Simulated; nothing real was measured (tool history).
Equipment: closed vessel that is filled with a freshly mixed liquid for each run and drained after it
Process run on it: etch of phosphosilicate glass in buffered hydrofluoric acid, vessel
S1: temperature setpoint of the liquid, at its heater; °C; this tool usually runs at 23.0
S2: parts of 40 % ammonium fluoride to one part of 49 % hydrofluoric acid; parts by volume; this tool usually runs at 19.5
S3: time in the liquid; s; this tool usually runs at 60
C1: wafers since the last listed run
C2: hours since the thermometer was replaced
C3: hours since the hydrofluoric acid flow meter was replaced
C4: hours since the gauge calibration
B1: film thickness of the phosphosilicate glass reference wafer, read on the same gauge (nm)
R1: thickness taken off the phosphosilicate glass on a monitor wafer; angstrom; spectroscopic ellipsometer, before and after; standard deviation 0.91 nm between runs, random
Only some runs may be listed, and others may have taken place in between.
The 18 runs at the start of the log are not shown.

run   hour    S1    S2  S3    C1      C2      C3     C4     B1      R1
 19  495.2  27.0  16.0  85  1830  1610.7  1188.4  124.0  40.01  2553.7
 20  508.9  23.0  27.0  80  1816  1624.4  1202.1  137.7  39.99  1232.2
 21  531.5  25.0  16.5  95  2997  1647.0  1224.7  160.3  40.00  2438.5
 22  548.9  26.5  16.5  90  2307  1664.4  1242.1  177.7  39.99  2528.9
     594.8  -- hydrofluoric acid flow meter replaced
 23  607.5  21.0  19.5  90  7639  1723.0    12.7  236.3  40.05  1554.3
 24  622.0  18.0  26.0  40  1923  1737.5    27.2  250.8  40.00   473.8
 25  651.2  23.0  19.5  60  3872  1766.7    56.4  280.0  39.97  1167.9
     653.7  -- thermometer replaced
 26  665.6  23.0  12.0  50  1777    11.9    70.8  294.4  40.02  1776.0
 27  683.4  23.0  19.5  60  2360    29.7    88.6  312.2  39.99  1328.8
 28  708.6  27.0  14.0  75  3342    54.9   113.8  337.4  39.97  2841.7
 29  741.4  26.0  19.5  45  4350    87.7   146.6  370.2  39.99  1154.5
 30  765.7  27.0  19.5  70  3222   112.0   170.9  394.5  39.95  1889.9
 31  839.6  23.0  19.5  60  9800   185.9   244.8  468.4  40.00  1315.0
 32  862.1  18.0  19.5  60  2984   208.4   267.3  490.9  40.04   976.3
 33  897.5  23.0  12.0  80  4694   243.8   302.7  526.3  39.99  2754.1

Consider 3 possible next runs. They are alternatives, not a sequence: every one starts from the tool as it was left by run 33. What does each give?
  A  898.2  23.0  19.5  60  92  244.5  303.4  527.0   ?   ?
  B  898.2  23.0  24.5  85  92  244.5  303.4  527.0   ?   ?
  C  898.2  25.5  21.5  30  92  244.5  303.4  527.0   ?   ?

run     B1      R1
  A  39.98  1297.3
  B  39.98  1558.6
  C  39.98   690.3
Had the tool no hidden state, the same runs would have come out as:
run      R1
  A  1324.0
  B  1590.8
  C   704.4

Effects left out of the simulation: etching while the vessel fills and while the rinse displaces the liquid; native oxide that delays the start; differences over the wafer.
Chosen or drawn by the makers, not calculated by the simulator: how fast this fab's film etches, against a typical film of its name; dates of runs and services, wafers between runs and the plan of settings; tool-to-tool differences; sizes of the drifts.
